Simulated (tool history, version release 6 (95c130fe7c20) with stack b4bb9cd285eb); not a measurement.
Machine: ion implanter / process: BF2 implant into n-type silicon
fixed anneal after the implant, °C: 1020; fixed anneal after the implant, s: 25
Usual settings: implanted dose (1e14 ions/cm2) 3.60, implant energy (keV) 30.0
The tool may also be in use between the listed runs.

run,hour,implanted dose (1e14 ions/cm2),implant energy (keV),"read-back reference wafer on the same gauge, sheet resistance",sheet resistance of the implanted and annealed layer (ohm/square)
1,0.0,3.25,30.0,394.09,366.98
2,18.8,3.25,30.0,394.06,367.14
3,44.6,3.25,30.0,394.12,366.87
4,76.7,3.60,27.5,394.06,338.89
5,93.3,3.60,30.0,394.09,337.10
6,118.9,3.60,37.5,393.90,329.55
7,222.3,3.60,37.0,394.15,328.99
# hour 255.4: Faraday cup replaced and dose calibrated
8,257.0,3.60,37.0,393.92,325.27
9,290.2,3.60,37.0,394.03,326.23
10,388.2,3.60,30.0,394.00,333.22
11,408.2,3.60,30.0,393.85,333.74
12,429.8,3.60,30.0,393.85,333.99
13,447.1,3.60,30.0,394.06,333.80
14,468.9,4.55,36.5,394.04,268.82
15,485.7,3.60,30.0,394.03,333.55
16,520.8,2.87,36.0,393.86,399.56
17,539.8,2.86,30.0,393.98,408.46
18,574.3,2.61,25.5,393.85,447.14
19,600.5,4.33,37.0,394.07,280.94
20,626.7,3.88,35.5,393.94,310.10
21,659.6,3.89,34.5,393.79,310.11
# hour 713.0: extraction supply calibrated
# hour 735.0: gauge calibrated
22,764.1,4.41,21.5,393.97,293.52
23,786.3,3.60,30.0,394.06,336.24
24,815.8,3.60,30.0,394.04,335.75
25,849.9,3.60,40.0,393.96,327.31
26,866.4,4.08,30.0,394.01,302.43
# hour 908.8: Faraday cup replaced and dose calibrated
27,950.9,3.18,35.0,394.16,365.37
28,972.0,3.99,39.5,393.84,296.67
29,1007.3,2.55,25.5,393.96,452.76
30,1027.9,4.31,35.5,394.11,281.78
31,1055.6,3.60,30.0,393.86,333.71
32,1080.9,3.60,30.0,394.13,334.32
33,1113.9,4.33,35.0,393.94,281.11
34,1127.2,3.91,30.0,393.90,312.82
35,1156.2,3.20,39.5,393.98,361.34
36,1183.2,4.24,37.5,394.13,286.10
37,1212.4,3.00,27.0,394.01,396.31

Exercise: give the hidden state of the tool at every run:
deviation of the true energy from its setpoint, %: 0 across all the runs
gauge reads high (%): 0 across all the runs
H1: deviation of the true dose from the Faraday cup's reading, %
run,H1
1,-1.43
2,-1.45
3,-1.48
4,-1.51
5,-1.52
6,-1.54
7,-1.6
8,0.22
9,-0.022
10,-0.566
11,-0.652
12,-0.736
13,-0.799
14,-0.871
15,-0.923
16,-1.02
17,-1.07
18,-1.14
19,-1.19
20,-1.24
21,-1.29
22,-1.4
23,-1.42
24,-1.45
25,-1.47
26,-1.48
27,-0.279
28,-0.412
29,-0.609
30,-0.711
31,-0.835
32,-0.936
33,-1.05
34,-1.09
35,-1.18
36,-1.25
37,-1.32
